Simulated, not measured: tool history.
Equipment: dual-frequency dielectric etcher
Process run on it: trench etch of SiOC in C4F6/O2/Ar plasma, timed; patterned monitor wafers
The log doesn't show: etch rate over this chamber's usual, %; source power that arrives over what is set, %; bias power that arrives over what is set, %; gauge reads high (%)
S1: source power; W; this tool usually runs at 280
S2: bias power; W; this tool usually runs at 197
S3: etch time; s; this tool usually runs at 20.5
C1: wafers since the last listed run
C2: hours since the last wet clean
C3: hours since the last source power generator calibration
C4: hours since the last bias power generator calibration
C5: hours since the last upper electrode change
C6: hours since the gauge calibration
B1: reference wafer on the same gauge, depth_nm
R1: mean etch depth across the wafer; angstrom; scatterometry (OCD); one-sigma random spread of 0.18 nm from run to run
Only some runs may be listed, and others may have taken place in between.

run,hour,S1,S2,S3,C1,C2,C3,C4,C5,C6,B1,R1
1,0.0,250,197,20.5,0,565.8,1360.1,3351.4,3415.6,258.6,39.57,401.5
2,13.9,240,197,24.0,283,579.7,1374.0,3365.3,3429.5,272.5,39.59,465.6
# hour 41.8: upper electrode replaced
3,42.3,260,197,20.5,89,608.1,1402.4,3393.7,0.5,300.9,39.59,406.8
4,45.6,280,197,20.5,67,611.4,1405.7,3397.0,3.8,304.2,39.64,415.5
5,58.0,280,164,20.5,252,623.8,1418.1,3409.4,16.2,316.6,39.53,382.6
6,69.5,280,164,20.5,234,635.3,1429.6,3420.9,27.7,328.1,39.59,386.1
# hour 79.4: gauge calibrated
7,85.5,280,164,20.5,325,651.3,1445.6,3436.9,43.7,6.1,39.61,382.3
8,91.8,280,174,20.5,128,657.6,1451.9,3443.2,50.0,12.4,39.64,394.5
9,102.5,280,197,20.5,217,668.3,1462.6,3453.9,60.7,23.1,39.60,419.9
# hour 113.8: bias power generator calibrated
# hour 136.0: wet clean of the chamber
10,136.5,280,164,20.5,157,0.5,1496.6,22.7,94.7,57.1,39.52,392.1
11,136.8,340,197,20.5,6,0.8,1496.9,23.0,95.0,57.4,39.72,452.6
12,137.2,280,197,20.5,8,1.2,1497.3,23.4,95.4,57.8,39.52,426.9
13,137.5,280,236,17.0,6,1.5,1497.6,23.7,95.7,58.1,39.67,384.4
14,150.6,260,183,15.0,266,14.6,1510.7,36.8,108.8,71.2,39.58,295.0
15,166.4,300,245,23.5,321,30.4,1526.5,52.6,124.6,87.0,39.56,553.6
16,172.9,280,168,20.5,132,36.9,1533.0,59.1,131.1,93.5,39.59,399.9
# hour 200.8: wet clean of the chamber, repeated, since the last time left the tool worse
17,201.3,250,157,16.5,89,0.5,1561.4,87.5,159.5,121.9,39.68,281.2
18,201.7,240,197,20.5,8,0.9,1561.8,87.9,159.9,122.3,39.65,384.9
# hour 213.1: source power generator calibrated
19,214.6,280,197,20.5,181,13.8,1.5,100.8,172.8,135.2,39.57,401.6
20,224.5,280,197,20.5,201,23.7,11.4,110.7,182.7,145.1,39.60,403.5
21,235.3,280,197,20.5,219,34.5,22.2,121.5,193.5,155.9,39.55,406.7
22,264.5,300,245,23.5,594,63.7,51.4,150.7,222.7,185.1,39.54,525.9
23,273.0,330,242,18.5,173,72.2,59.9,159.2,231.2,193.6,39.57,424.8
24,282.4,330,197,20.5,191,81.6,69.3,168.6,240.6,203.0,39.63,429.0
25,297.1,240,230,22.0,299,96.3,84.0,183.3,255.3,217.7,39.62,443.8
26,312.7,320,183,24.5,317,111.9,99.6,198.9,270.9,233.3,39.60,491.4
27,333.9,210,215,22.0,431,133.1,120.8,220.1,292.1,254.5,39.61,411.4
28,347.7,280,197,22.0,281,146.9,134.6,233.9,305.9,268.3,39.54,437.5
29,354.1,330,158,15.0,130,153.3,141.0,240.3,312.3,274.7,39.55,286.3

Take each entry between the runs: how does the hidden state at the last listed run before it differ from the hidden state at the first listed run after it?
Run 2 -> run 3: upper electrode replaced (hour 41.8)
  etch rate over this chamber's usual, %: 3.69 -> 3.86
  the result without the hidden state subtracted from the measured one, R1: +16.6 -> +15.1 angstrom
Run 6 -> run 7: gauge calibrated (hour 79.4)
  etch rate over this chamber's usual, %: 4.01 -> 4.11
  the result without the hidden state subtracted from the measured one, R1: +14.9 -> +15.1 angstrom
Run 9 -> run 10: bias power generator calibrated (hour 113.8); wet clean of the chamber (hour 136.0)
  etch rate over this chamber's usual, %: 4.21 -> 6.52
  the result without the hidden state subtracted from the measured one, R1: +17.0 -> +24.0 angstrom
Run 16 -> run 17: wet clean of the chamber, repeated, since the last time left the tool worse (hour 200.8)
  etch rate over this chamber's usual, %: 6.73 -> 0.643
  the result without the hidden state subtracted from the measured one, R1: +25.3 -> +1.8 angstrom
Run 18 -> run 19: source power generator calibrated (hour 213.1)
  etch rate over this chamber's usual, %: 0.645 -> 0.72
  the result without the hidden state subtracted from the measured one, R1: +2.5 -> +2.9 angstrom
